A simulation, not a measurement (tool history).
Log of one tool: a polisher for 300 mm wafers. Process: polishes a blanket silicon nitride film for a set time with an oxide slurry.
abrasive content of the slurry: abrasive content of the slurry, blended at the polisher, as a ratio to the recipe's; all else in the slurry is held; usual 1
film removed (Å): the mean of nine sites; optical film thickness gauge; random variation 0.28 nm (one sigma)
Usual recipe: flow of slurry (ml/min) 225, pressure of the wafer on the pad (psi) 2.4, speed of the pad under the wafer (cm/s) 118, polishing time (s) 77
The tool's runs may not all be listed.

| run | day | flow of slurry (ml/min) | pressure of the wafer on the pad (psi) | speed of the pad under the wafer (cm/s) | abrasive content of the slurry | polishing time (s) | wafers since the last listed run | wafers polished on this pad | hours since the slurry nozzle was cleaned | hours since the head pressure was calibrated | hours since the slurry blender was calibrated | hours since the conditioning disc was replaced | incoming thickness of the incoming film, nm | film removed (Å) |
|---|---|---|---|---|---|---|---|---|---|---|---|---|---|---|
| 1 | 0 | 225 | 2.4 | 118 | 1 | 63 | 0 | 900 | 446.4 | 447.8 | 269.2 | 0.5 | 286.6 | 365 |
| 2 | 0.458 | 225 | 2.4 | 118 | 1 | 63 | 63 | 964 | 457.4 | 458.8 | 280.2 | 11.5 | 289.3 | 364 |
|  | 1.383 | worn pad replaced by a new one |
| 3 | 1.404 | 225 | 2.4 | 118 | 1 | 77 | 107 | 3 | 480.1 | 481.5 | 302.9 | 34.2 | 289.4 | 439 |
|  | 2.071 | slurry blender recalibrated |
| 4 | 4.075 | 225 | 2.4 | 118 | 1 | 77 | 358 | 361 | 544.2 | 545.6 | 48.1 | 98.3 | 288.5 | 436 |
| 5 | 5.283 | 225 | 2.4 | 118 | 1 | 77 | 167 | 528 | 573.2 | 574.6 | 77.1 | 127.3 | 286.3 | 432 |
| 6 | 6.367 | 190 | 2.4 | 118 | 1 | 77 | 149 | 678 | 599.2 | 600.6 | 103.1 | 153.3 | 290 | 414 |
| 7 | 7.05 | 225 | 2.4 | 118 | 1 | 77 | 94 | 772 | 615.6 | 617 | 119.5 | 169.7 | 292.5 | 427 |
|  | 8.288 | worn pad replaced by a new one |
| 8 | 8.308 | 225 | 2.4 | 118 | 1 | 77 | 151 | 2 | 645.8 | 647.2 | 149.7 | 199.9 | 285.4 | 419 |
| 9 | 8.833 | 225 | 2.4 | 118 | 1 | 77 | 72 | 75 | 658.4 | 659.8 | 162.3 | 212.5 | 290 | 420 |
|  | 9.8 | conditioning disc replaced and pad reconditioned |
| 10 | 9.821 | 250 | 2.4 | 86 | 0.9 | 77 | 125 | 200 | 682.1 | 683.5 | 186 | 0.5 | 287.6 | 360 |
| 11 | 10.775 | 260 | 2.6 | 136 | 1.25 | 77 | 132 | 332 | 705 | 706.4 | 208.9 | 23.4 | 288.8 | 557 |
| 12 | 11.471 | 225 | 2.4 | 118 | 1.25 | 103 | 96 | 428 | 721.7 | 723.1 | 225.6 | 40.1 | 293.4 | 631 |
|  | 11.879 | head pressure recalibrated |
| 13 | 12.95 | 225 | 2.4 | 96 | 1 | 77 | 193 | 622 | 757.2 | 25.7 | 261.1 | 75.6 | 291.7 | 384 |
| 14 | 14.108 | 225 | 2.4 | 154 | 1.2 | 77 | 160 | 782 | 785 | 53.5 | 288.9 | 103.4 | 286.3 | 544 |
| 15 | 15.483 | 225 | 2.4 | 104 | 1.15 | 77 | 190 | 972 | 818 | 86.5 | 321.9 | 136.4 | 289.6 | 415 |
|  | 15.854 | slurry nozzle cleaned |
|  | 16.042 | worn pad replaced by a new one |
| 16 | 16.062 | 225 | 2.4 | 118 | 1 | 77 | 51 | 2 | 5 | 100.4 | 335.8 | 150.3 | 291.6 | 424 |
| 17 | 16.854 | 195 | 2.4 | 118 | 0.9 | 77 | 109 | 112 | 24 | 119.4 | 354.8 | 169.3 | 291.2 | 403 |
|  | 17.062 | slurry blender recalibrated |
| 18 | 18 | 200 | 2.4 | 158 | 1 | 77 | 147 | 259 | 51.5 | 146.9 | 22.5 | 196.8 | 290.2 | 498 |
|  | 19.604 | conditioning disc replaced and pad reconditioned |
| 19 | 22.096 | 225 | 2.4 | 118 | 1 | 77 | 555 | 814 | 149.8 | 245.2 | 120.8 | 59.8 | 285.7 | 441 |
| 20 | 22.683 | 225 | 2.7 | 78 | 1 | 98 | 81 | 895 | 163.9 | 259.3 | 134.9 | 73.9 | 291.7 | 461 |
|  | 23.258 | worn pad replaced by a new one |
| 21 | 23.958 | 250 | 2.4 | 86 | 0.9 | 77 | 153 | 96 | 194.5 | 289.9 | 165.5 | 104.5 | 285.7 | 348 |
| 22 | 25.371 | 170 | 2.4 | 144 | 1 | 50 | 195 | 292 | 228.4 | 323.8 | 199.4 | 138.4 | 288.5 | 302 |
| 23 | 26.683 | 225 | 2.1 | 132 | 1 | 64 | 181 | 474 | 259.9 | 355.3 | 230.9 | 169.9 | 291.2 | 347 |
| 24 | 27.817 | 225 | 1.8 | 118 | 0.85 | 77 | 156 | 630 | 287.1 | 382.5 | 258.1 | 197.1 | 288.7 | 347 |
|  | 28.362 | conditioning disc replaced and pad reconditioned |
| 25 | 28.729 | 225 | 2.4 | 118 | 1 | 77 | 114 | 745 | 309 | 404.4 | 280 | 8.8 | 291.7 | 445 |

Each row is a separate what-if for the run after 25, all from the same tool condition, not one after another. Results?
| A | 28.746 | 170 | 2.4 | 118 | 1 | 77 | 2 | 747 | 309.4 | 404.8 | 280.4 | 9.2 | 289.5 | ? |
| B | 28.746 | 255 | 2.4 | 118 | 1 | 77 | 2 | 747 | 309.4 | 404.8 | 280.4 | 9.2 | 289.5 | ? |
| C | 28.746 | 270 | 2.4 | 118 | 1 | 77 | 2 | 747 | 309.4 | 404.8 | 280.4 | 9.2 | 289.5 | ? |
| D | 28.746 | 170 | 2.4 | 100 | 1 | 95 | 2 | 747 | 309.4 | 404.8 | 280.4 | 9.2 | 289.5 | ? |

| run | film removed (Å) |
|---|---|
| A | 429 |
| B | 454 |
| C | 457 |
| D | 475 |
What these runs would have given with no unlogged condition in the tool:
| run | film removed (Å) |
|---|---|
| A | 433 |
| B | 459 |
| C | 462 |
| D | 480 |
